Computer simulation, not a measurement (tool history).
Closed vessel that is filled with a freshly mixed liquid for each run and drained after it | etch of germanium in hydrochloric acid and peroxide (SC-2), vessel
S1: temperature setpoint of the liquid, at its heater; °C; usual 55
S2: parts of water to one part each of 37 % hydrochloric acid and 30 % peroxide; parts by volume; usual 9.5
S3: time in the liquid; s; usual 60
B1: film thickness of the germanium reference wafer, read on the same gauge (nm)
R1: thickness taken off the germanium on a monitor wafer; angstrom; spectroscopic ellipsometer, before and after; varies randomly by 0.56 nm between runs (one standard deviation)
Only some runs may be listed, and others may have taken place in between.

Run 1, hour 0: usual settings; B1 50. Result: R1 923.5 angstrom.
Run 2, hour 116.5: usual settings but S2 12 parts by volume, S3 80 s; B1 50. Result: R1 1202.5 angstrom.
Run 3, hour 222.3: usual settings but S1 58 °C, S3 80 s; B1 50.01. Result: R1 1347.9 angstrom.
At hour 235.3: new drum of peroxide connected.
Run 4, hour 291.4: usual settings but S1 58 °C, S3 80 s; B1 49.99. Result: R1 1345.9 angstrom.
Run 5, hour 338.2: usual settings but S1 59.5 °C; B1 50. Result: R1 1063.2 angstrom.
Run 6, hour 395.9: usual settings but S1 59.5 °C; B1 50. Result: R1 1071.2 angstrom.
Run 7, hour 497.9: usual settings but S1 59.5 °C; B1 50. Result: R1 1070.8 angstrom.
Run 8, hour 563.7: usual settings but S1 49.5 °C, S2 12 parts by volume; B1 49.99. Result: R1 768.6 angstrom.
Run 9, hour 654.4: usual settings but S1 49.5 °C, S2 12 parts by volume; B1 50. Result: R1 779 angstrom.
Run 10, hour 753.8: usual settings but S1 51.5 °C; B1 50. Result: R1 849.1 angstrom.
Run 11, hour 860.6: usual settings but S1 51.5 °C; B1 49.99. Result: R1 856 angstrom.
Run 12, hour 964.3: usual settings but S1 52.5 °C; B1 50. Result: R1 878.1 angstrom.
At hour 971.1: new drum of peroxide connected.
At hour 1102.2: thermometer replaced.
Run 13, hour 1124.4: usual settings but S1 52.5 °C; B1 50.01. Result: R1 830.9 angstrom.
Run 14, hour 1419.9: usual settings but S1 52.5 °C; B1 50.03. Result: R1 820.6 angstrom.
Run 15, hour 1460: usual settings but S1 48.5 °C; B1 50. Result: R1 731.5 angstrom.
Run 16, hour 1508.3: usual settings but S1 52.5 °C; B1 49.98. Result: R1 831.2 angstrom.
At hour 1535.6: chemicals flow meter replaced.
Run 17, hour 1562.7: usual settings but S1 59.5 °C; B1 50. Result: R1 1036.2 angstrom.
Run 18, hour 1604.9: usual settings but S1 58.5 °C, S2 11.5 parts by volume, S3 80 s; B1 50.01. Result: R1 1311.3 angstrom.
At hour 1656.3: new drum of peroxide connected.
Run 19, hour 1668.6: usual settings but S1 61 °C, S2 5 parts by volume, S3 30 s; B1 49.99. Result: R1 569.3 angstrom.

Predict the results of run 20:
Run 20, hour 1738: usual settings; B1 ?. Result: R1 ?.

Run 20 produced B1 49.99, R1 908.4 angstrom.
With the hidden condition absent and the run-to-run variation left alone, this run would have shown R1 886.9 angstrom.
